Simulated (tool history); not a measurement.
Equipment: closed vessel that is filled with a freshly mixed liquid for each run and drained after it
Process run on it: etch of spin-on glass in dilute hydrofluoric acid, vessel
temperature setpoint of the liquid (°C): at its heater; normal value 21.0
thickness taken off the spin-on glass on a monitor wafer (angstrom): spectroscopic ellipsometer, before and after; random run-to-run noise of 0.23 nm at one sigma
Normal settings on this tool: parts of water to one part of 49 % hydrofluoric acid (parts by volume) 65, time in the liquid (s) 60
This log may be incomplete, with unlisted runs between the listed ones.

run   hour  temperature setpoint of the liquid (°C)  parts of water to one part of 49 % hydrofluoric acid (parts by volume)  time in the liquid (s)  read-back film thickness of the spin-on glass reference wafer, read on the same gauge (nm)  thickness taken off the spin-on glass on a monitor wafer (angstrom)
  1    0.0                                     19.5                                                                      65                      50                                                                                       29.98                                                                336.1
  2    7.4                                     21.0                                                                      65                      60                                                                                       29.95                                                                429.7
  3   22.0                                     21.0                                                                      65                      60                                                                                       29.98                                                                428.2
  4   33.7                                     21.0                                                                      65                      60                                                                                       30.03                                                                429.4
  5   50.8                                     21.0                                                                      65                      60                                                                                       30.04                                                                426.0
  6   67.6                                     21.0                                                                      65                      60                                                                                       30.00                                                                426.7
  7   75.7                                     21.0                                                                      65                      60                                                                                       30.01                                                                428.3
  8   82.1                                     21.0                                                                      65                      60                                                                                       30.01                                                                427.1
  9   91.3                                     21.0                                                                      65                      60                                                                                       30.01                                                                427.0
     105.0  -- gauge calibrated
 10  109.6                                     21.0                                                                      65                      60                                                                                       30.01                                                                426.5
 11  122.7                                     24.5                                                                      45                      40                                                                                       30.06                                                                488.8
 12  135.8                                     17.0                                                                      65                      60                                                                                       29.98                                                                359.6
     142.6  -- thermometer replaced
 13  151.5                                     25.5                                                                      85                      60                                                                                       30.01                                                                415.5
 14  159.9                                     21.0                                                                      65                      60                                                                                       29.98                                                                464.5

For run 15, what comes out?
 15  168.3                                     21.0                                                                      65                      60                                                                                           ?                                                                    ?

read-back film thickness of the spin-on glass reference wafer, read on the same gauge (nm): 30.00
thickness taken off the spin-on glass on a monitor wafer (angstrom): 456.6
If the tool had no hidden condition, the same run with the same run-to-run variation would have returned thickness taken off the spin-on glass on a monitor wafer (angstrom) 459.8.
